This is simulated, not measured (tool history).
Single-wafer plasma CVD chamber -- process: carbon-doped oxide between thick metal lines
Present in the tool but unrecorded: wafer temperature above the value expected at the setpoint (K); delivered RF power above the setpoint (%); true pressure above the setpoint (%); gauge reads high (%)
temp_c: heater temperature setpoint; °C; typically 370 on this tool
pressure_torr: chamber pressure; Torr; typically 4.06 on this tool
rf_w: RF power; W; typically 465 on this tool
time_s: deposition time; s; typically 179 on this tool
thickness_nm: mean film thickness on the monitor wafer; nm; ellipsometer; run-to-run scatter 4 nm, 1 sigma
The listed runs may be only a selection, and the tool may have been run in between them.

| run | day | temp_c | pressure_torr | rf_w | time_s | wafers since the last listed run | hours since the last thermocouple change | hours since the last RF generator calibration | hours since the last manometer calibration | hours since the showerhead was replaced | hours since the gauge calibration | read-back reference wafer on the same gauge, thickness_nm | thickness_nm |
|---|---|---|---|---|---|---|---|---|---|---|---|---|---|
| 1 | 0 | 370 | 4.36 | 465 | 179 | 0 | 1081.7 | 686.6 | 24.8 | 6475.9 | 967 | 846.125 | 800.149 |
| 2 | 2.354 | 380 | 4.06 | 510 | 179 | 443 | 1138.2 | 743.1 | 81.3 | 6532.4 | 1023.5 | 846.65 | 830.027 |
|  | 3.396 | RF generator calibrated |
| 3 | 4.892 | 380 | 4.06 | 510 | 179 | 414 | 1199.1 | 35.9 | 142.2 | 6593.3 | 1084.4 | 847.507 | 813.541 |
| 4 | 6.875 | 380 | 4.06 | 510 | 179 | 373 | 1246.7 | 83.5 | 189.8 | 6640.9 | 1132 | 847.386 | 802.106 |
| 5 | 8.2 | 370 | 4.06 | 465 | 179 | 249 | 1278.5 | 115.3 | 221.6 | 6672.7 | 1163.8 | 848.845 | 778.901 |
| 6 | 9.825 | 370 | 4.06 | 465 | 203 | 305 | 1317.5 | 154.3 | 260.6 | 6711.7 | 1202.8 | 847.919 | 874.879 |
| 7 | 11.671 | 358 | 4.35 | 500 | 150 | 347 | 1361.8 | 198.6 | 304.9 | 6756 | 1247.1 | 848.073 | 712.772 |
| 8 | 13.021 | 380 | 4.06 | 395 | 165 | 254 | 1394.2 | 231 | 337.3 | 6788.4 | 1279.5 | 847.117 | 617.544 |
| 9 | 15.792 | 356 | 3.07 | 465 | 152 | 521 | 1460.7 | 297.5 | 403.8 | 6854.9 | 1346 | 845.664 | 656.957 |
| 10 | 18.321 | 359 | 3.21 | 435 | 149 | 476 | 1521.4 | 358.2 | 464.5 | 6915.6 | 1406.7 | 846.371 | 606.736 |
|  | 18.896 | showerhead replaced |
| 11 | 19.817 | 370 | 3.27 | 465 | 179 | 218 | 1557.3 | 394.1 | 500.4 | 22.1 | 1442.6 | 848.172 | 751.446 |
|  | 21.129 | RF generator calibrated, repeated, since the last time left the tool worse |
|  | 21.446 | gauge calibrated |
| 12 | 22.042 | 370 | 4.06 | 465 | 179 | 356 | 1610.7 | 21.9 | 553.8 | 75.5 | 14.3 | 845.599 | 823.507 |
| 13 | 23.354 | 370 | 3.49 | 440 | 179 | 247 | 1642.2 | 53.4 | 585.3 | 107 | 45.8 | 846.114 | 783.735 |
| 14 | 25.175 | 370 | 4.06 | 465 | 161 | 342 | 1685.9 | 97.1 | 629 | 150.7 | 89.5 | 844.737 | 735.405 |
| 15 | 27.554 | 370 | 4.93 | 465 | 213 | 447 | 1743 | 154.2 | 686.1 | 207.8 | 146.6 | 847.953 | 1003.387 |
| 16 | 30.258 | 370 | 4.06 | 465 | 179 | 509 | 1807.9 | 219.1 | 751 | 272.7 | 211.5 | 847.832 | 807.803 |
| 17 | 32.45 | 370 | 3.72 | 535 | 194 | 412 | 1860.5 | 271.7 | 803.6 | 325.3 | 264.1 | 846.587 | 948.714 |
| 18 | 33.662 | 370 | 4.06 | 465 | 179 | 228 | 1889.6 | 300.8 | 832.7 | 354.4 | 293.2 | 848.623 | 808.252 |
| 19 | 34.771 | 370 | 4.86 | 465 | 154 | 208 | 1916.2 | 327.4 | 859.3 | 381 | 319.8 | 847.461 | 703.236 |
|  | 35.604 | thermocouple changed; heater temperature recalibrated |
| 20 | 36.508 | 370 | 4.06 | 445 | 179 | 264 | 21.7 | 369.1 | 901 | 422.7 | 361.5 | 847.469 | 778.098 |
| 21 | 38.375 | 370 | 4.35 | 465 | 179 | 351 | 66.5 | 413.9 | 945.8 | 467.5 | 406.3 | 845.249 | 813.129 |
| 22 | 40.088 | 360 | 4.06 | 465 | 179 | 322 | 107.6 | 455 | 986.9 | 508.6 | 447.4 | 847.067 | 831.192 |
| 23 | 41.112 | 383 | 4.06 | 465 | 148 | 192 | 132.2 | 479.6 | 1011.5 | 533.2 | 472 | 847.544 | 645.369 |
|  | 42.429 | capacitance manometer re-zeroed and calibrated |
| 24 | 42.45 | 370 | 4.06 | 520 | 179 | 189 | 164.3 | 511.7 | 0.5 | 565.3 | 504.1 | 847.306 | 866.648 |
| 25 | 43.508 | 377 | 3.55 | 530 | 211 | 199 | 189.7 | 537.1 | 25.9 | 590.7 | 529.5 | 849.405 | 999.336 |
| 26 | 52.267 | 370 | 4.4 | 465 | 163 | 1648 | 399.9 | 747.3 | 236.1 | 800.9 | 739.7 | 847.581 | 741.823 |
|  | 52.971 | RF generator calibrated |
| 27 | 54.629 | 376 | 4.06 | 415 | 206 | 381 | 456.6 | 39.8 | 292.8 | 857.6 | 796.4 | 844.708 | 853.488 |

Branching from run 27: 5 alternative next runs. What would each branch give?
| A | 54.646 | 370 | 4.06 | 465 | 179 | 3 | 457 | 40.2 | 293.2 | 858 | 796.8 | ? | ? |
| B | 54.646 | 370 | 3.45 | 465 | 151 | 3 | 457 | 40.2 | 293.2 | 858 | 796.8 | ? | ? |
| C | 54.646 | 357 | 4.06 | 465 | 154 | 3 | 457 | 40.2 | 293.2 | 858 | 796.8 | ? | ? |
| D | 54.646 | 370 | 3.48 | 545 | 179 | 3 | 457 | 40.2 | 293.2 | 858 | 796.8 | ? | ? |
| E | 54.646 | 370 | 3.36 | 465 | 179 | 3 | 457 | 40.2 | 293.2 | 858 | 796.8 | ? | ? |

| run | read-back reference wafer on the same gauge, thickness_nm | thickness_nm |
|---|---|---|
| A | 846.757 | 817.202 |
| B | 846.757 | 677.367 |
| C | 846.757 | 727.456 |
| D | 846.757 | 886.769 |
| E | 846.757 | 800.366 |
Take away the tool's hidden state, keep each run's random variation, and the runs would have read:
| run | thickness_nm |
|---|---|
| A | 821.958 |
| B | 681.31 |
| C | 731.69 |
| D | 891.819 |
| E | 805.024 |

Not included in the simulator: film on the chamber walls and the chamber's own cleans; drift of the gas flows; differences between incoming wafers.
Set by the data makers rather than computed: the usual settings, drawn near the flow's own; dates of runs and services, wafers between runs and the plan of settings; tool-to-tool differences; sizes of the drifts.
